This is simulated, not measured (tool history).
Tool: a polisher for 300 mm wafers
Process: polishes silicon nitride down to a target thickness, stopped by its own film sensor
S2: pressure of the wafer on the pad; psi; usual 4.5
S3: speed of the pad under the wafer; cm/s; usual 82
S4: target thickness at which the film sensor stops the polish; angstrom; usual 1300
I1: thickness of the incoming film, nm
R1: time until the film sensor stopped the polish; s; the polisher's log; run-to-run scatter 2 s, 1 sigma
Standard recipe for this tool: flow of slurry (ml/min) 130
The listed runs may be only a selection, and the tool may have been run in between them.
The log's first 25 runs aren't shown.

{"run": 26, "day": 60.646, "flow of slurry (ml/min)": 130, "S2": 4.5, "S3": 82, "S4": 1300, "I1": 328.2, "R1": 127.9}
{"run": 27, "day": 62.962, "flow of slurry (ml/min)": 110, "S2": 4.5, "S3": 82, "S4": 1980, "I1": 327.1, "R1": 86.4}
{"run": 28, "day": 65.383, "flow of slurry (ml/min)": 115, "S2": 3.4, "S3": 92, "S4": 1300, "I1": 331.9, "R1": 165.4}
{"run": 29, "day": 67.358, "flow of slurry (ml/min)": 160, "S2": 6.0, "S3": 66, "S4": 810, "I1": 330.3, "R1": 138.2}
{"run": 30, "day": 68.992, "flow of slurry (ml/min)": 155, "S2": 3.3, "S3": 64, "S4": 730, "I1": 334.8, "R1": 278.2}
{"run": 31, "day": 71.892, "flow of slurry (ml/min)": 145, "S2": 5.3, "S3": 82, "S4": 1300, "I1": 336.8, "R1": 112.7}
{"run": 32, "day": 73.046, "flow of slurry (ml/min)": 130, "S2": 4.5, "S3": 62, "S4": 1300, "I1": 328.5, "R1": 168.9}
{"day": 73.9, "done": "slurry nozzle cleaned"}
{"day": 75.412, "done": "worn pad replaced by a new one"}
{"run": 33, "day": 75.658, "flow of slurry (ml/min)": 160, "S2": 4.5, "S3": 82, "S4": 1300, "I1": 334.0, "R1": 126.0}
{"run": 34, "day": 76.821, "flow of slurry (ml/min)": 130, "S2": 4.5, "S3": 82, "S4": 1300, "I1": 325.3, "R1": 126.5}
{"run": 35, "day": 77.975, "flow of slurry (ml/min)": 165, "S2": 4.5, "S3": 82, "S4": 1300, "I1": 323.1, "R1": 123.5}

Each row is a separate what-if for the run after 35, all from the same tool condition, not one after another. Results?
{"run": "A", "day": 77.996, "flow of slurry (ml/min)": 130, "S2": 4.5, "S3": 82, "S4": 1760, "I1": 328.5, "R1": "?"}
{"run": "B", "day": 77.996, "flow of slurry (ml/min)": 130, "S2": 3.0, "S3": 94, "S4": 1300, "I1": 328.5, "R1": "?"}
{"run": "C", "day": 77.996, "flow of slurry (ml/min)": 150, "S2": 4.5, "S3": 82, "S4": 680, "I1": 328.5, "R1": "?"}
{"run": "D", "day": 77.996, "flow of slurry (ml/min)": 130, "S2": 6.0, "S3": 82, "S4": 1300, "I1": 328.5, "R1": "?"}
{"run": "E", "day": 77.996, "flow of slurry (ml/min)": 105, "S2": 4.5, "S3": 102, "S4": 1300, "I1": 328.5, "R1": "?"}

run=A R1=97.8
run=B R1=171.1
run=C R1=162.7
run=D R1=95.4
run=E R1=111.7
The same runs, with their run-to-run variation unchanged, on a tool lacking any hidden condition would have given:
run=A R1=96.4
run=B R1=168.7
run=C R1=160.6
run=D R1=94.1
run=E R1=109.9
